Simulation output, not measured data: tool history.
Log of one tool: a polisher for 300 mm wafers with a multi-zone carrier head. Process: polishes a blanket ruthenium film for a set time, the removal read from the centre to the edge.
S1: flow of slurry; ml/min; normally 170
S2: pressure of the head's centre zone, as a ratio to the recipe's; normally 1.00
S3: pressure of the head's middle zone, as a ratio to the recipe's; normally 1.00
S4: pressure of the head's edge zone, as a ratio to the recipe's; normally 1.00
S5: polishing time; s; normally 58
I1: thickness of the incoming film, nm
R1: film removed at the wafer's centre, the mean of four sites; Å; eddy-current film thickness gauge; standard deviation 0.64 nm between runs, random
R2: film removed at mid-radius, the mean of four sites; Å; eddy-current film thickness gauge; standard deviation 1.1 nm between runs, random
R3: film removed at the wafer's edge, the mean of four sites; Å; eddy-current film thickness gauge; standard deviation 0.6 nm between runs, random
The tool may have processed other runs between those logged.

Run 1, hour 0.0: usual settings; I1 561.1. Result: R1 736 Å, R2 727 Å, R3 728 Å.
Run 2, hour 36.3: usual settings; I1 574.7. Result: R1 731 Å, R2 747 Å, R3 729 Å.
Run 3, hour 75.1: usual settings; I1 579.0. Result: R1 735 Å, R2 730 Å, R3 722 Å.
Run 4, hour 140.8: usual settings; I1 569.1. Result: R1 726 Å, R2 717 Å, R3 724 Å.
At hour 162.0: centre zone pressure recalibrated.
Run 5, hour 203.6: usual settings but S1 115 ml/min; I1 563.5. Result: R1 641 Å, R2 649 Å, R3 678 Å.
At hour 223.7: slurry nozzle cleaned.
At hour 225.2: worn pad replaced by a new one.
Run 6, hour 240.2: usual settings but S1 140 ml/min, S2 1.08, S3 1.07, S4 1.03; I1 567.3. Result: R1 796 Å, R2 769 Å, R3 732 Å.
Run 7, hour 272.7: usual settings but S1 115 ml/min; I1 562.7. Result: R1 695 Å, R2 683 Å, R3 703 Å.
At hour 301.1: edge zone pressure recalibrated.
Run 8, hour 301.9: usual settings but S3 1.10, S4 1.10; I1 567.3. Result: R1 745 Å, R2 812 Å, R3 768 Å.
Run 9, hour 367.5: usual settings but S2 1.08, S3 0.95, S4 0.93, S5 73 s; I1 574.3. Result: R1 999 Å, R2 872 Å, R3 891 Å.
Run 10, hour 412.6: usual settings but S2 1.08, S3 0.95, S4 0.93, S5 73 s; I1 572.7. Result: R1 987 Å, R2 888 Å, R3 888 Å.
Run 11, hour 468.9: usual settings but S1 145 ml/min, S3 0.96, S4 0.92, S5 52 s; I1 558.9. Result: R1 636 Å, R2 594 Å, R3 623 Å.
At hour 484.8: carrier head's membrane replaced by a new one.
Run 12, hour 500.3: usual settings but S3 0.90; I1 576.4. Result: R1 730 Å, R2 667 Å, R3 724 Å.
Run 13, hour 556.1: usual settings but S1 205 ml/min, S2 0.92; I1 578.9. Result: R1 703 Å, R2 760 Å, R3 741 Å.
Run 14, hour 608.1: usual settings but S4 1.04, S5 41 s; I1 578.3. Result: R1 506 Å, R2 510 Å, R3 524 Å.
At hour 628.5: slurry nozzle cleaned.
Run 15, hour 664.9: usual settings but S1 215 ml/min, S2 0.88; I1 568.7. Result: R1 709 Å, R2 758 Å, R3 765 Å.
At hour 679.8: worn pad replaced by a new one.
Run 16, hour 718.0: usual settings but S5 49 s; I1 562.7. Result: R1 639 Å, R2 634 Å, R3 629 Å.
Run 17, hour 762.1: usual settings but S1 190 ml/min, S3 1.10, S4 0.96; I1 569.9. Result: R1 758 Å, R2 830 Å, R3 741 Å.
At hour 807.8: edge zone pressure recalibrated.
At hour 817.9: centre zone pressure recalibrated.
Run 18, hour 821.3: usual settings but S2 1.03, S5 70 s; I1 561.4. Result: R1 928 Å, R2 887 Å, R3 892 Å.
Run 19, hour 874.7: usual settings but S2 1.07, S3 0.97; I1 567.3. Result: R1 788 Å, R2 696 Å, R3 731 Å.
Run 20, hour 918.9: usual settings but S3 1.08; I1 563.0. Result: R1 722 Å, R2 780 Å, R3 726 Å.
Run 21, hour 986.2: usual settings but S2 0.89, S4 1.06; I1 580.0. Result: R1 646 Å, R2 724 Å, R3 742 Å.
At hour 1015.8: slurry nozzle cleaned.
Run 22, hour 1025.8: usual settings but S3 1.08, S5 52 s; I1 564.6. Result: R1 697 Å, R2 733 Å, R3 676 Å.
Run 23, hour 1056.4: usual settings but S1 215 ml/min, S3 0.97, S4 0.89, S5 70 s; I1 569.2. Result: R1 958 Å, R2 879 Å, R3 873 Å.

Below are 3 alternative next runs, each starting from the tool's condition after run 23. Predict each:
Run A, hour 1056.8: usual settings but S3 1.10; I1 564.5. Result: R1 ?, R2 ?, R3 ?.
Run B, hour 1056.8: usual settings but S1 130 ml/min, S3 1.10, S5 76 s; I1 564.5. Result: R1 ?, R2 ?, R3 ?.
Run C, hour 1056.8: usual settings but S3 0.97, S5 39 s; I1 564.5. Result: R1 ?, R2 ?, R3 ?.

run   R1    R2   R3
  A  757   816  747
  B  935  1016  944
  C  508   493  503
With no hidden state in the tool, these same runs would have given:
run   R1    R2   R3
  A  771   830  756
  B  958  1037  958
  C  518   501  509

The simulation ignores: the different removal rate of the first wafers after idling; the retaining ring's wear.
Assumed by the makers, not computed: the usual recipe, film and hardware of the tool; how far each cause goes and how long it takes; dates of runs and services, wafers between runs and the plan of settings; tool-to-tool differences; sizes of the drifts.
